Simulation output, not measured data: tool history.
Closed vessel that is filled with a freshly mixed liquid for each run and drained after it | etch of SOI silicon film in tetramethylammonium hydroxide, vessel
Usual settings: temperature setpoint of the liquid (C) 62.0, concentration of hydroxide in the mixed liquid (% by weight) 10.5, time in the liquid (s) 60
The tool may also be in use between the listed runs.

run,hour,temperature setpoint of the liquid (C),concentration of hydroxide in the mixed liquid (% by weight),time in the liquid (s),"read-back film thickness of the SOI silicon film reference wafer, read on the same gauge (nm)",thickness taken off the SOI silicon film on a monitor wafer (Å)
1,0.0,62.0,8.5,45,29.99,2200.3
2,12.7,62.0,8.5,45,29.96,2204.0
3,27.4,62.0,10.5,60,30.02,2739.8
4,39.7,62.0,10.5,60,30.01,2693.9
5,75.9,62.0,10.5,60,30.01,2747.2
6,101.4,62.0,10.5,60,30.03,2719.4
7,121.0,62.0,10.5,50,30.01,2274.9
8,146.8,62.0,10.5,60,30.03,2760.4
9,177.9,62.0,10.5,60,29.99,2693.9
10,205.5,62.0,10.5,60,30.01,2756.8
11,238.8,62.0,10.5,60,29.98,2695.3
12,255.6,62.0,12.0,70,30.04,3090.4
13,281.5,62.0,10.5,60,29.99,2713.0
14,312.2,62.0,10.5,60,30.00,2727.1
15,332.0,56.0,10.5,80,29.98,2521.0
16,412.9,62.0,9.5,60,29.98,2883.3
17,443.3,62.0,10.5,60,29.97,2732.7
18,480.2,54.5,10.5,30,29.98,858.4
19,503.1,59.0,10.5,80,30.02,3083.2
# hour 507.7: hydroxide flow meter replaced
20,534.1,58.0,10.5,90,30.01,3275.3
# hour 549.6: thermometer replaced
21,556.5,62.0,10.5,60,29.97,2653.4
22,586.6,64.5,12.5,60,30.00,2822.8
# hour 597.3: gauge calibrated
23,613.7,59.5,13.0,60,29.99,2107.9
24,693.3,64.5,10.5,90,30.02,4588.0
25,724.2,62.0,10.5,70,29.99,3055.1
26,756.9,62.0,10.5,60,30.00,2669.6
27,775.4,69.5,8.0,30,29.97,2263.0
28,794.1,64.0,8.5,40,30.01,2145.2
29,837.6,68.0,13.0,75,29.97,4334.9
30,860.6,58.0,10.5,50,29.97,1728.4
31,889.2,62.0,10.5,60,30.01,2619.1
32,920.0,54.5,12.0,30,29.98,790.1
33,945.7,66.5,8.5,95,30.01,6045.7

The same runs without the tool's hidden state, with the same run-to-run variation:
The hidden state here: liquid hotter than its thermometer reads (K); hydroxide flow below the setpoint (%); gauge reads high (%).
run,thickness taken off the SOI silicon film on a monitor wafer (Å)
1,2048.0
2,2051.4
3,2548.6
4,2504.3
5,2550.8
6,2521.8
7,2108.3
8,2556.8
9,2492.1
10,2547.1
11,2488.9
12,2851.9
13,2500.6
14,2510.5
15,2310.8
16,2646.2
17,2504.9
18,782.2
19,2813.5
20,2984.7
21,2562.1
22,2723.8
23,2028.7
24,4411.0
25,2932.0
26,2558.9
27,2171.9
28,2054.8
29,4148.9
30,1648.2
31,2499.7
32,751.2
33,5763.4
